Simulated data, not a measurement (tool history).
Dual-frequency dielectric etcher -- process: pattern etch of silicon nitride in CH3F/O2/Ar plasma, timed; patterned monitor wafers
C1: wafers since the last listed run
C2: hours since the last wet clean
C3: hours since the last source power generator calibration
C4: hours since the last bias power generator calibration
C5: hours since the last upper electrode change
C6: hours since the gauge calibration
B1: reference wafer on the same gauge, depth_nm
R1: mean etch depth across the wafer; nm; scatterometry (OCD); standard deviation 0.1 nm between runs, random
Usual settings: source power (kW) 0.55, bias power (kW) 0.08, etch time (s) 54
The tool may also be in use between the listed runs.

Run 1, hour 0: usual settings but source power (kW) 0.65; C1 0; C2 131.5; C3 4706.5; C4 4328; C5 4511.9; C6 447; B1 45.98. Result: R1 42.47 nm.
Run 2, hour 15: usual settings; C1 222; C2 146.5; C3 4721.5; C4 4343; C5 4526.9; C6 462; B1 45.97. Result: R1 40.57 nm.
Run 3, hour 50.4: usual settings; C1 525; C2 181.9; C3 4756.9; C4 4378.4; C5 4562.3; C6 497.4; B1 45.99. Result: R1 40.48 nm.
Run 4, hour 62.5: usual settings but source power (kW) 0.63, bias power (kW) 0.069; C1 179; C2 194; C3 4769; C4 4390.5; C5 4574.4; C6 509.5; B1 46.01. Result: R1 40 nm.
Run 5, hour 75: usual settings; C1 185; C2 206.5; C3 4781.5; C4 4403; C5 4586.9; C6 522; B1 46.01. Result: R1 40.49 nm.
Run 6, hour 98.1: usual settings; C1 343; C2 229.6; C3 4804.6; C4 4426.1; C5 4610; C6 545.1; B1 45.97. Result: R1 40.6 nm.
Run 7, hour 118.1: usual settings; C1 297; C2 249.6; C3 4824.6; C4 4446.1; C5 4630; C6 565.1; B1 46.01. Result: R1 40.49 nm.
At hour 124.4: source power generator calibrated.
At hour 176: wet clean of the chamber, repeated, since the last time left the tool worse.
At hour 195.3: upper electrode replaced.
Run 8, hour 195.8: usual settings but source power (kW) 0.65, bias power (kW) 0.09; C1 451; C2 19.8; C3 71.4; C4 4523.8; C5 0.5; C6 642.8; B1 46.02. Result: R1 46.1 nm.
Run 9, hour 219.5: usual settings but source power (kW) 0.65, bias power (kW) 0.09; C1 352; C2 43.5; C3 95.1; C4 4547.5; C5 24.2; C6 666.5; B1 46.02. Result: R1 45.96 nm.
Run 10, hour 253.8: usual settings; C1 509; C2 77.8; C3 129.4; C4 4581.8; C5 58.5; C6 700.8; B1 46.02. Result: R1 41.68 nm.
Run 11, hour 268: usual settings; C1 210; C2 92; C3 143.6; C4 4596; C5 72.7; C6 715; B1 45.99. Result: R1 41.42 nm.
Run 12, hour 294.2: usual settings; C1 389; C2 118.2; C3 169.8; C4 4622.2; C5 98.9; C6 741.2; B1 45.98. Result: R1 41.73 nm.
At hour 310.9: gauge calibrated.
Run 13, hour 327.8: usual settings; C1 499; C2 151.8; C3 203.4; C4 4655.8; C5 132.5; C6 16.9; B1 46. Result: R1 41.85 nm.
At hour 342.7: bias power generator calibrated.
Run 14, hour 363.1: usual settings; C1 464; C2 187.1; C3 238.7; C4 20.4; C5 167.8; C6 52.2; B1 45.98. Result: R1 41.95 nm.
Run 15, hour 398: usual settings but source power (kW) 0.68, etch time (s) 62.5; C1 518; C2 222; C3 273.6; C4 55.3; C5 202.7; C6 87.1; B1 45.98. Result: R1 52.07 nm.
Run 16, hour 416.9: usual settings but source power (kW) 0.41, bias power (kW) 0.074, etch time (s) 64.5; C1 280; C2 240.9; C3 292.5; C4 74.2; C5 221.6; C6 106; B1 45.97. Result: R1 44.37 nm.
Run 17, hour 446.4: usual settings but source power (kW) 0.66, bias power (kW) 0.097, etch time (s) 43; C1 438; C2 270.4; C3 322; C4 103.7; C5 251.1; C6 135.5; B1 46. Result: R1 38.27 nm.
Run 18, hour 467.8: usual settings but etch time (s) 40.5; C1 317; C2 291.8; C3 343.4; C4 125.1; C5 272.5; C6 156.9; B1 46.03. Result: R1 31.57 nm.
Run 19, hour 498.7: usual settings but bias power (kW) 0.095, etch time (s) 60; C1 459; C2 322.7; C3 374.3; C4 156; C5 303.4; C6 187.8; B1 46.01. Result: R1 49.98 nm.
At hour 544.5: wet clean of the chamber.
Run 20, hour 567.4: usual settings; C1 664; C2 22.9; C3 443; C4 224.7; C5 372.1; C6 256.5; B1 45.99. Result: R1 41.65 nm.
Run 21, hour 657.2: usual settings but bias power (kW) 0.089, etch time (s) 63.5; C1 1333; C2 112.7; C3 532.8; C4 314.5; C5 461.9; C6 346.3; B1 46.01. Result: R1 51.22 nm.
Run 22, hour 711.5: usual settings but source power (kW) 0.61, etch time (s) 42.5; C1 806; C2 167; C3 587.1; C4 368.8; C5 516.2; C6 400.6; B1 45.99. Result: R1 34.21 nm.
Run 23, hour 730.8: usual settings but source power (kW) 0.61, etch time (s) 46; C1 286; C2 186.3; C3 606.4; C4 388.1; C5 535.5; C6 419.9; B1 45.97. Result: R1 37.11 nm.
Run 24, hour 764.8: usual settings; C1 505; C2 220.3; C3 640.4; C4 422.1; C5 569.5; C6 453.9; B1 46.01. Result: R1 42.2 nm.
Run 25, hour 787.7: usual settings but etch time (s) 63.5; C1 340; C2 243.2; C3 663.3; C4 445; C5 592.4; C6 476.8; B1 46. Result: R1 49.68 nm.
Run 26, hour 809.4: usual settings but source power (kW) 0.42, bias power (kW) 0.062, etch time (s) 61.5; C1 322; C2 264.9; C3 685; C4 466.7; C5 614.1; C6 498.5; B1 46.01. Result: R1 39.81 nm.
Run 27, hour 829.4: usual settings but bias power (kW) 0.094; C1 297; C2 284.9; C3 705; C4 486.7; C5 634.1; C6 518.5; B1 46. Result: R1 44.64 nm.
Run 28, hour 850.4: usual settings but source power (kW) 0.62, etch time (s) 60.5; C1 311; C2 305.9; C3 726; C4 507.7; C5 655.1; C6 539.5; B1 46. Result: R1 49.12 nm.
At hour 892.9: wet clean of the chamber.
Run 29, hour 893.4: usual settings; C1 282; C2 0.5; C3 769; C4 550.7; C5 698.1; C6 582.5; B1 46. Result: R1 41.35 nm.
Run 30, hour 904.1: usual settings; C1 158; C2 11.2; C3 779.7; C4 561.4; C5 708.8; C6 593.2; B1 46.01. Result: R1 41.49 nm.
Run 31, hour 966.2: usual settings but bias power (kW) 0.089, etch time (s) 44; C1 922; C2 73.3; C3 841.8; C4 623.5; C5 770.9; C6 655.3; B1 46. Result: R1 35.22 nm.

3 ways to go on from here, each from the tool as it stands after run 31. What would each give?
Run A, hour 966.6: usual settings; C1 5; C2 73.7; C3 842.2; C4 623.9; C5 771.3; C6 655.7; B1 ?. Result: R1 ?.
Run B, hour 966.6: usual settings but source power (kW) 0.41, bias power (kW) 0.06, etch time (s) 38.5; C1 5; C2 73.7; C3 842.2; C4 623.9; C5 771.3; C6 655.7; B1 ?. Result: R1 ?.
Run C, hour 966.6: usual settings but source power (kW) 0.51, etch time (s) 41.5; C1 5; C2 73.7; C3 842.2; C4 623.9; C5 771.3; C6 655.7; B1 ?. Result: R1 ?.

run     B1     R1
  A  45.98  41.62
  B  45.98  24.17
  C  45.98   31.2
The same runs, with their run-to-run variation unchanged, on a tool lacking any hidden condition would have given:
run     R1
  A  41.61
  B  24.17
  C  31.19
